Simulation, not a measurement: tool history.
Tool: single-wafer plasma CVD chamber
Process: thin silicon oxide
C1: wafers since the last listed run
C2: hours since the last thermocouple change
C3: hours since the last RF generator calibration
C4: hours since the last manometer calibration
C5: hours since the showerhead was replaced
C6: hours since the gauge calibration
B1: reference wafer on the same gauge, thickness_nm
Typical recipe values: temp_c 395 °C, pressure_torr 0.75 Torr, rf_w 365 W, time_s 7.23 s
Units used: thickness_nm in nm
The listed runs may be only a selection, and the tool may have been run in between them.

{"run": 1, "hour": 0.0, "temp_c": 395, "pressure_torr": 0.75, "rf_w": 385, "time_s": 7.23, "C1": 0, "C2": 845.4, "C3": 1234.4, "C4": 1972.6, "C5": 68.3, "C6": 98.4, "B1": 10.187, "thickness_nm": 12.65}
{"hour": 13.0, "done": "capacitance manometer re-zeroed and calibrated"}
{"run": 2, "hour": 13.6, "temp_c": 395, "pressure_torr": 0.75, "rf_w": 385, "time_s": 7.23, "C1": 179, "C2": 859, "C3": 1248, "C4": 0.6, "C5": 81.9, "C6": 112, "B1": 10.202, "thickness_nm": 12.626}
{"run": 3, "hour": 28.7, "temp_c": 395, "pressure_torr": 0.75, "rf_w": 385, "time_s": 7.23, "C1": 482, "C2": 874.1, "C3": 1263.1, "C4": 15.7, "C5": 97, "C6": 127.1, "B1": 10.203, "thickness_nm": 12.702}
{"run": 4, "hour": 42.4, "temp_c": 395, "pressure_torr": 0.75, "rf_w": 365, "time_s": 7.23, "C1": 437, "C2": 887.8, "C3": 1276.8, "C4": 29.4, "C5": 110.7, "C6": 140.8, "B1": 10.205, "thickness_nm": 12.535}
{"run": 5, "hour": 59.5, "temp_c": 395, "pressure_torr": 0.75, "rf_w": 365, "time_s": 6.79, "C1": 546, "C2": 904.9, "C3": 1293.9, "C4": 46.5, "C5": 127.8, "C6": 157.9, "B1": 10.189, "thickness_nm": 11.75}
{"hour": 77.1, "done": "thermocouple changed; heater temperature recalibrated"}
{"run": 6, "hour": 77.6, "temp_c": 395, "pressure_torr": 0.75, "rf_w": 385, "time_s": 7.23, "C1": 322, "C2": 0.5, "C3": 1312, "C4": 64.6, "C5": 145.9, "C6": 176, "B1": 10.201, "thickness_nm": 12.731}
{"run": 7, "hour": 78.7, "temp_c": 395, "pressure_torr": 0.876, "rf_w": 365, "time_s": 7.23, "C1": 35, "C2": 1.6, "C3": 1313.1, "C4": 65.7, "C5": 147, "C6": 177.1, "B1": 10.197, "thickness_nm": 14.51}
{"run": 8, "hour": 89.2, "temp_c": 383, "pressure_torr": 0.87, "rf_w": 385, "time_s": 8.57, "C1": 335, "C2": 12.1, "C3": 1323.6, "C4": 76.2, "C5": 157.5, "C6": 187.6, "B1": 10.191, "thickness_nm": 17.313}
{"hour": 104.3, "done": "RF generator calibrated"}
{"run": 9, "hour": 104.8, "temp_c": 389, "pressure_torr": 0.673, "rf_w": 400, "time_s": 8.13, "C1": 242, "C2": 27.7, "C3": 0.5, "C4": 91.8, "C5": 173.1, "C6": 203.2, "B1": 10.198, "thickness_nm": 12.924}
{"run": 10, "hour": 113.3, "temp_c": 395, "pressure_torr": 0.75, "rf_w": 385, "time_s": 7.98, "C1": 271, "C2": 36.2, "C3": 9, "C4": 100.3, "C5": 181.6, "C6": 211.7, "B1": 10.204, "thickness_nm": 14.035}
{"run": 11, "hour": 129.5, "temp_c": 395, "pressure_torr": 0.652, "rf_w": 420, "time_s": 6.44, "C1": 517, "C2": 52.4, "C3": 25.2, "C4": 116.5, "C5": 197.8, "C6": 227.9, "B1": 10.205, "thickness_nm": 10.01}
{"run": 12, "hour": 143.4, "temp_c": 381, "pressure_torr": 0.75, "rf_w": 365, "time_s": 8.07, "C1": 444, "C2": 66.3, "C3": 39.1, "C4": 130.4, "C5": 211.7, "C6": 241.8, "B1": 10.194, "thickness_nm": 14.148}
{"run": 13, "hour": 150.4, "temp_c": 395, "pressure_torr": 0.75, "rf_w": 365, "time_s": 7.23, "C1": 223, "C2": 73.3, "C3": 46.1, "C4": 137.4, "C5": 218.7, "C6": 248.8, "B1": 10.2, "thickness_nm": 12.535}
{"run": 14, "hour": 161.0, "temp_c": 383, "pressure_torr": 0.918, "rf_w": 365, "time_s": 8.06, "C1": 338, "C2": 83.9, "C3": 56.7, "C4": 148, "C5": 229.3, "C6": 259.4, "B1": 10.21, "thickness_nm": 16.901}
{"run": 15, "hour": 176.2, "temp_c": 395, "pressure_torr": 0.75, "rf_w": 325, "time_s": 7.23, "C1": 485, "C2": 99.1, "C3": 71.9, "C4": 163.2, "C5": 244.5, "C6": 274.6, "B1": 10.207, "thickness_nm": 12.119}
{"run": 16, "hour": 187.9, "temp_c": 382, "pressure_torr": 0.75, "rf_w": 365, "time_s": 8.61, "C1": 373, "C2": 110.8, "C3": 83.6, "C4": 174.9, "C5": 256.2, "C6": 286.3, "B1": 10.195, "thickness_nm": 14.964}
{"hour": 192.9, "done": "gauge calibrated"}
{"run": 17, "hour": 200.1, "temp_c": 395, "pressure_torr": 0.564, "rf_w": 365, "time_s": 5.9, "C1": 389, "C2": 123, "C3": 95.8, "C4": 187.1, "C5": 268.4, "C6": 7.2, "B1": 10.207, "thickness_nm": 7.539}
{"run": 18, "hour": 206.9, "temp_c": 395, "pressure_torr": 0.75, "rf_w": 365, "time_s": 7.23, "C1": 217, "C2": 129.8, "C3": 102.6, "C4": 193.9, "C5": 275.2, "C6": 14, "B1": 10.2, "thickness_nm": 12.485}
{"run": 19, "hour": 221.7, "temp_c": 410, "pressure_torr": 0.591, "rf_w": 315, "time_s": 6.53, "C1": 473, "C2": 144.6, "C3": 117.4, "C4": 208.7, "C5": 290, "C6": 28.8, "B1": 10.21, "thickness_nm": 8.37}
{"run": 20, "hour": 234.1, "temp_c": 405, "pressure_torr": 0.75, "rf_w": 425, "time_s": 7.23, "C1": 396, "C2": 157, "C3": 129.8, "C4": 221.1, "C5": 302.4, "C6": 41.2, "B1": 10.193, "thickness_nm": 12.885}
{"run": 21, "hour": 240.9, "temp_c": 395, "pressure_torr": 0.897, "rf_w": 365, "time_s": 7.23, "C1": 217, "C2": 163.8, "C3": 136.6, "C4": 227.9, "C5": 309.2, "C6": 48, "B1": 10.198, "thickness_nm": 14.76}
{"run": 22, "hour": 255.9, "temp_c": 407, "pressure_torr": 0.825, "rf_w": 365, "time_s": 7.23, "C1": 479, "C2": 178.8, "C3": 151.6, "C4": 242.9, "C5": 324.2, "C6": 63, "B1": 10.193, "thickness_nm": 13.648}
{"run": 23, "hour": 269.3, "temp_c": 388, "pressure_torr": 0.641, "rf_w": 340, "time_s": 6.54, "C1": 428, "C2": 192.2, "C3": 165, "C4": 256.3, "C5": 337.6, "C6": 76.4, "B1": 10.21, "thickness_nm": 9.461}
{"run": 24, "hour": 283.9, "temp_c": 395, "pressure_torr": 0.75, "rf_w": 385, "time_s": 6.07, "C1": 466, "C2": 206.8, "C3": 179.6, "C4": 270.9, "C5": 352.2, "C6": 91, "B1": 10.208, "thickness_nm": 10.656}
{"run": 25, "hour": 301.4, "temp_c": 395, "pressure_torr": 0.75, "rf_w": 310, "time_s": 6.25, "C1": 559, "C2": 224.3, "C3": 197.1, "C4": 288.4, "C5": 369.7, "C6": 108.5, "B1": 10.2, "thickness_nm": 10.236}
{"run": 26, "hour": 309.2, "temp_c": 390, "pressure_torr": 0.75, "rf_w": 410, "time_s": 6.14, "C1": 249, "C2": 232.1, "C3": 204.9, "C4": 296.2, "C5": 377.5, "C6": 116.3, "B1": 10.206, "thickness_nm": 10.992}
{"run": 27, "hour": 325.7, "temp_c": 395, "pressure_torr": 0.75, "rf_w": 365, "time_s": 7.23, "C1": 527, "C2": 248.6, "C3": 221.4, "C4": 312.7, "C5": 394, "C6": 132.8, "B1": 10.201, "thickness_nm": 12.447}
{"run": 28, "hour": 333.8, "temp_c": 395, "pressure_torr": 0.75, "rf_w": 340, "time_s": 8.4, "C1": 258, "C2": 256.7, "C3": 229.5, "C4": 320.8, "C5": 402.1, "C6": 140.9, "B1": 10.203, "thickness_nm": 14.322}

Run-by-run hidden state of the tool:
wafer temperature above the value expected at the setpoint (K): 0 on each run
delivered RF power above the setpoint (%): 0 on each run
true pressure above the setpoint (%): 0 on each run
gauge reads high (%): 0 on each run
